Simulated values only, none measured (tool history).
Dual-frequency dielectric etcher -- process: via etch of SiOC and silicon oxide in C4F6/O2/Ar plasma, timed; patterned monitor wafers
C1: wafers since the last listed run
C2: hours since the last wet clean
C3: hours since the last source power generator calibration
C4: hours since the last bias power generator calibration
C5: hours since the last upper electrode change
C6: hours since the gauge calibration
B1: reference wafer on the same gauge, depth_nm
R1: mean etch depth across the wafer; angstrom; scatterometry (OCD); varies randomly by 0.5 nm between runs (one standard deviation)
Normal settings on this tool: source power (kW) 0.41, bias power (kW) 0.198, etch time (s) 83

Run 1, day 0: usual settings but source power (kW) 0.35; C1 0; C2 0.3; C3 1201.7; C4 1450.3; C5 2817.2; C6 310.4; B1 100.9. Result: R1 1018 angstrom.
Run 2, day 2.412: usual settings but etch time (s) 64.5; C1 477; C2 58.2; C3 1259.6; C4 1508.2; C5 2875.1; C6 368.3; B1 101. Result: R1 817 angstrom.
Run 3, day 6.017: usual settings but etch time (s) 64.5; C1 714; C2 144.7; C3 1346.1; C4 1594.7; C5 2961.6; C6 454.8; B1 101. Result: R1 816 angstrom.
Run 4, day 8.421: usual settings but bias power (kW) 0.237; C1 476; C2 202.4; C3 1403.8; C4 1652.4; C5 3019.3; C6 512.5; B1 101. Result: R1 1134 angstrom.
Run 5, day 10.121: usual settings but bias power (kW) 0.237; C1 336; C2 243.2; C3 1444.6; C4 1693.2; C5 3060.1; C6 553.3; B1 100.9. Result: R1 1125 angstrom.
Run 6, day 11.712: usual settings; C1 315; C2 281.4; C3 1482.8; C4 1731.4; C5 3098.3; C6 591.5; B1 101.2. Result: R1 1051 angstrom.
Run 7, day 13.271: usual settings but etch time (s) 75; C1 308; C2 318.8; C3 1520.2; C4 1768.8; C5 3135.7; C6 628.9; B1 101.1. Result: R1 949 angstrom.
Run 8, day 17.371: usual settings but bias power (kW) 0.158; C1 812; C2 417.2; C3 1618.6; C4 1867.2; C5 3234.1; C6 727.3; B1 101.2. Result: R1 953 angstrom.
At day 20.508: bias power generator calibrated.
Run 9, day 21.592: usual settings; C1 803; C2 518.5; C3 1719.9; C4 26; C5 3335.4; C6 828.6; B1 101.1. Result: R1 1079 angstrom.
At day 22.612: wet clean of the chamber.
Run 10, day 23.35: usual settings; C1 150; C2 17.7; C3 1762.1; C4 68.2; C5 3377.6; C6 870.8; B1 101.2. Result: R1 1065 angstrom.
Run 11, day 25.612: usual settings but bias power (kW) 0.172; C1 448; C2 72; C3 1816.4; C4 122.5; C5 3431.9; C6 925.1; B1 100.7. Result: R1 1005 angstrom.
At day 26.658: source power generator calibrated.
Run 12, day 28.242: usual settings but bias power (kW) 0.172; C1 487; C2 135.1; C3 38; C4 185.6; C5 3495; C6 988.2; B1 101.1. Result: R1 1015 angstrom.
At day 29.875: upper electrode replaced, of another model than before.
Run 13, day 30.829: usual settings; C1 314; C2 197.2; C3 100.1; C4 247.7; C5 22.9; C6 1050.3; B1 101.1. Result: R1 1063 angstrom.
Run 14, day 35.112: usual settings but source power (kW) 0.49, etch time (s) 76.5; C1 848; C2 300; C3 202.9; C4 350.5; C5 125.7; C6 1153.1; B1 101. Result: R1 995 angstrom.
At day 37.004: gauge calibrated.
Run 15, day 37.962: usual settings but bias power (kW) 0.172; C1 564; C2 368.4; C3 271.3; C4 418.9; C5 194.1; C6 23; B1 101. Result: R1 958 angstrom.
Run 16, day 40.283: usual settings but source power (kW) 0.45, bias power (kW) 0.158, etch time (s) 67.5; C1 459; C2 424.1; C3 327; C4 474.6; C5 249.8; C6 78.7; B1 101.1. Result: R1 733 angstrom.
Run 17, day 44.612: usual settings but bias power (kW) 0.213; C1 857; C2 528; C3 430.9; C4 578.5; C5 353.7; C6 182.6; B1 101. Result: R1 1106 angstrom.
At day 47.783: wet clean of the chamber.
Run 18, day 47.804: usual settings but bias power (kW) 0.172; C1 434; C2 0.5; C3 507.5; C4 655.1; C5 430.3; C6 259.2; B1 101. Result: R1 946 angstrom.
Run 19, day 49.112: usual settings; C1 259; C2 31.9; C3 538.9; C4 686.5; C5 461.7; C6 290.6; B1 100.8. Result: R1 1045 angstrom.
Run 20, day 53.404: usual settings; C1 850; C2 134.9; C3 641.9; C4 789.5; C5 564.7; C6 393.6; B1 101. Result: R1 1053 angstrom.
Run 21, day 55.042: usual settings but source power (kW) 0.5, etch time (s) 61.5; C1 324; C2 174.2; C3 681.2; C4 828.8; C5 604; C6 432.9; B1 101. Result: R1 799 angstrom.
Run 22, day 59.479: usual settings but source power (kW) 0.33, bias power (kW) 0.153, etch time (s) 96.5; C1 879; C2 280.7; C3 787.7; C4 935.3; C5 710.5; C6 539.4; B1 101.2. Result: R1 963 angstrom.
Run 23, day 62.079: usual settings but source power (kW) 0.49, bias power (kW) 0.185, etch time (s) 92.5; C1 515; C2 343.1; C3 850.1; C4 997.7; C5 772.9; C6 601.8; B1 101.1. Result: R1 1148 angstrom.
Run 24, day 64.083: usual settings but etch time (s) 94.5; C1 397; C2 391.2; C3 898.2; C4 1045.8; C5 821; C6 649.9; B1 101.1. Result: R1 1185 angstrom.

What if the next run were any one of these 5? Each begins from the tool's condition after run 24:
Run A, day 64.1: usual settings but etch time (s) 91.5; C1 3; C2 391.6; C3 898.6; C4 1046.2; C5 821.4; C6 650.3; B1 ?. Result: R1 ?.
Run B, day 64.1: usual settings but source power (kW) 0.34, bias power (kW) 0.176, etch time (s) 71; C1 3; C2 391.6; C3 898.6; C4 1046.2; C5 821.4; C6 650.3; B1 ?. Result: R1 ?.
Run C, day 64.1: usual settings but source power (kW) 0.33, bias power (kW) 0.247, etch time (s) 63; C1 3; C2 391.6; C3 898.6; C4 1046.2; C5 821.4; C6 650.3; B1 ?. Result: R1 ?.
Run D, day 64.1: usual settings but source power (kW) 0.34, bias power (kW) 0.176, etch time (s) 67; C1 3; C2 391.6; C3 898.6; C4 1046.2; C5 821.4; C6 650.3; B1 ?. Result: R1 ?.
Run E, day 64.1: usual settings but source power (kW) 0.51, bias power (kW) 0.233, etch time (s) 89.5; C1 3; C2 391.6; C3 898.6; C4 1046.2; C5 821.4; C6 650.3; B1 ?. Result: R1 ?.

run   B1    R1
  A  101  1147
  B  101   800
  C  101   883
  D  101   754
  E  101  1285
What these runs would have given with no unlogged condition in the tool:
run    R1
  A  1180
  B   821
  C   911
  D   775
  E  1325

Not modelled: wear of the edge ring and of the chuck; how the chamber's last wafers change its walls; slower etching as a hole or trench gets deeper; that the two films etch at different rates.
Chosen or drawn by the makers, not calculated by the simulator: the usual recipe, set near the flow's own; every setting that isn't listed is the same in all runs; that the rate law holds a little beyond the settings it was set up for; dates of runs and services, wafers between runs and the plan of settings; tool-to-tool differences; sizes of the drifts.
